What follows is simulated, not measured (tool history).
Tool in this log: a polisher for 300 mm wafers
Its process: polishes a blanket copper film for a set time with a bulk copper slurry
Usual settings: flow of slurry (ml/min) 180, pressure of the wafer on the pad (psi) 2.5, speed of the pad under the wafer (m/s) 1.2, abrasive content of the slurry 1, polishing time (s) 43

run	hour	flow of slurry (ml/min)	pressure of the wafer on the pad (psi)	speed of the pad under the wafer (m/s)	abrasive content of the slurry	polishing time (s)	incoming thickness of the incoming film, nm	film removed (nm)
1	0	180	2.5	1.2	1.1	43	2984.1	435.1
# hour 3.4: worn pad replaced by a new one
2	6	180	2.5	1.2	1	52	3039.9	523.2
3	23.9	180	2.5	1.2	1	52	3001.9	523.1
4	39.4	180	2.5	1.2	1	52	3067.8	525.2
5	54.7	180	2.5	1.2	1	43	3058.7	434.5
6	68	180	2.5	1.2	1	43	3071.3	437
7	81.2	180	2.5	1.2	1	43	3004.5	433.8
8	87.2	180	2.5	1.2	1	43	3061.7	429
9	93.5	180	2.5	1.2	1	43	2999.5	433.3
10	102.1	180	2.5	1.2	1	43	3023.7	427.7
11	117.7	180	2.5	1.2	1	43	3014.7	434.1
12	126	180	2.5	1.46	1	43	3016.3	528.1
13	138.1	180	2.5	1.2	1	43	3035.7	440.8
14	152.1	140	2.5	1.2	1.15	35	3026.9	342.1
# hour 163.1: worn pad replaced by a new one
15	166.5	180	2.9	1.34	1	54	3037.5	660
16	182.9	180	2.5	1.2	1	43	3034.6	432
17	191.3	180	2.5	1.2	1.15	43	3013.7	448.4
# hour 198.6: slurry nozzle cleaned
18	207	180	2.5	1.2	1	39	3004.5	398.4
19	213.5	225	2.5	1.2	1.25	43	3061.8	465
20	219.7	180	2.5	1.2	1	43	3074.4	434
21	231.6	180	2.5	1.2	1	43	2993.7	432.7
# hour 239.9: head pressure recalibrated
22	243.4	180	3.2	0.96	1	43	3013.9	406
# hour 250.6: slurry blender recalibrated
23	251.1	180	2.5	1.2	1.15	43	3048.7	445
24	268.8	125	2.5	1.2	1	43	3019.4	395.8
25	282	180	2.5	1.2	1	43	3064.9	439.4
26	329	180	2.9	1.2	1	43	2985.5	475

Alternative continuations, all from the tool just after run 26; predict every row:
A	329.4	180	3.3	1.2	1	43	3047.1	?
B	329.4	210	3	1.2	1.25	43	3047.1	?
C	329.4	180	2.8	1.2	1	51	3047.1	?

run	film removed (nm)
A	514.9
B	514
C	549.2
What these runs would have given with no unlogged condition in the tool:
run	film removed (nm)
A	514.9
B	514
C	549.2
